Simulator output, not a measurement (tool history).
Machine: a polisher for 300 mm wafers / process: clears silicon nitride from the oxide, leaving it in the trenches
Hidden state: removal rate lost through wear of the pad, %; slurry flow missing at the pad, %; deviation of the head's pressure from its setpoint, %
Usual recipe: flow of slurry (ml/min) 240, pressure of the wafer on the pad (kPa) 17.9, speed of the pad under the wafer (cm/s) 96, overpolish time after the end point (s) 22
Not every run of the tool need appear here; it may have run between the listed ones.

run	hour	flow of slurry (ml/min)	pressure of the wafer on the pad (kPa)	speed of the pad under the wafer (cm/s)	overpolish time after the end point (s)	wafers since the last listed run	wafers polished on this pad	hours since the slurry nozzle was cleaned	hours since the head pressure was calibrated	incoming thickness of the incoming film, nm	time until the end point was called (s)
1	0.0	240	17.9	122	22	0	494	505.9	71.0	125.5	119.4
2	6.3	240	17.9	122	22	28	523	512.2	77.3	124.5	119.0
3	17.8	240	17.9	122	22	52	576	523.7	88.8	123.8	114.9
4	27.9	240	17.9	96	22	46	622	533.8	98.9	125.9	148.5
5	34.8	240	17.9	96	22	31	653	540.7	105.8	122.4	144.5
6	45.7	240	17.9	96	22	49	703	551.6	116.7	125.5	156.1
7	56.9	240	17.9	96	22	51	754	562.8	127.9	124.3	155.2
8	68.8	240	17.9	96	22	54	809	574.7	139.8	125.3	155.2
9	82.7	240	17.9	96	22	63	872	588.6	153.7	126.6	154.8
10	100.6	240	17.9	96	22	81	954	606.5	171.6	123.0	153.1
11	111.2	240	17.9	96	30	48	1003	617.1	182.2	125.4	154.8
12	121.1	240	17.9	96	30	45	1048	627.0	192.1	125.8	157.7
13	135.8	240	17.9	96	22	67	1115	641.7	206.8	126.1	160.9
14	146.9	240	17.9	82	28	50	1166	652.8	217.9	125.3	185.8
15	159.6	240	17.9	82	28	58	1224	665.5	230.6	125.4	191.6
# hour 175.6: worn pad replaced by a new one
16	177.3	180	17.9	96	22	62	7	683.2	248.3	126.6	155.3
17	189.3	180	17.9	96	22	54	62	695.2	260.3	126.8	157.6
18	201.2	180	17.9	96	22	54	116	707.1	272.2	123.9	157.8
19	215.7	240	17.9	96	22	66	183	721.6	286.7	127.1	145.9
20	228.7	240	17.9	96	29	59	242	734.6	299.7	123.8	149.2
21	238.7	240	17.9	96	29	45	288	744.6	309.7	125.9	149.3
# hour 253.7: slurry nozzle cleaned
22	255.8	195	17.9	118	31	73	362	2.1	326.8	124.4	127.8
23	271.8	165	23.4	122	30	73	435	18.1	342.8	124.8	99.3
24	283.1	240	17.9	96	22	51	486	29.4	354.1	126.0	149.9
25	291.2	240	17.9	114	22	37	524	37.5	362.2	126.5	129.8
26	308.4	240	17.9	96	29	78	602	54.7	379.4	124.6	150.0
27	324.6	170	11.7	86	22	74	676	70.9	395.6	123.5	249.2
28	337.7	240	21.4	64	26	59	736	84.0	408.7	125.0	195.9
# hour 352.9: head pressure recalibrated
29	354.6	240	17.9	70	32	68	804	100.9	1.7	123.3	206.6
30	371.9	265	17.9	66	22	79	883	118.2	19.0	125.3	226.1
31	405.3	240	17.9	106	25	152	1036	151.6	52.4	127.3	144.0
32	420.9	165	17.9	96	15	71	1108	167.2	68.0	124.8	167.4
33	432.7	240	17.9	96	22	53	1162	179.0	79.8	126.3	159.1
34	442.5	265	22.8	66	22	44	1206	188.8	89.6	125.0	188.6
35	454.5	240	17.9	96	22	54	1261	200.8	101.6	124.2	162.0
36	462.5	170	21.4	96	22	36	1298	208.8	109.6	124.8	144.3

What if the next run were any one of these 5? Each begins from the tool's condition after run 36:
A	463.0	240	17.9	96	22	2	1300	209.3	110.1	127.4	?
B	463.0	205	19.3	96	22	2	1300	209.3	110.1	127.4	?
C	463.0	240	22.8	96	22	2	1300	209.3	110.1	127.4	?
D	463.0	240	20.7	74	22	2	1300	209.3	110.1	127.4	?
E	463.0	260	17.9	96	22	2	1300	209.3	110.1	127.4	?

run	time until the end point was called (s)
A	168.5
B	161.6
C	137.4
D	193.6
E	166.9
Had the tool no hidden state, the same runs would have come out as:
run	time until the end point was called (s)
A	155.5
B	149.2
C	126.8
D	178.6
E	154.0

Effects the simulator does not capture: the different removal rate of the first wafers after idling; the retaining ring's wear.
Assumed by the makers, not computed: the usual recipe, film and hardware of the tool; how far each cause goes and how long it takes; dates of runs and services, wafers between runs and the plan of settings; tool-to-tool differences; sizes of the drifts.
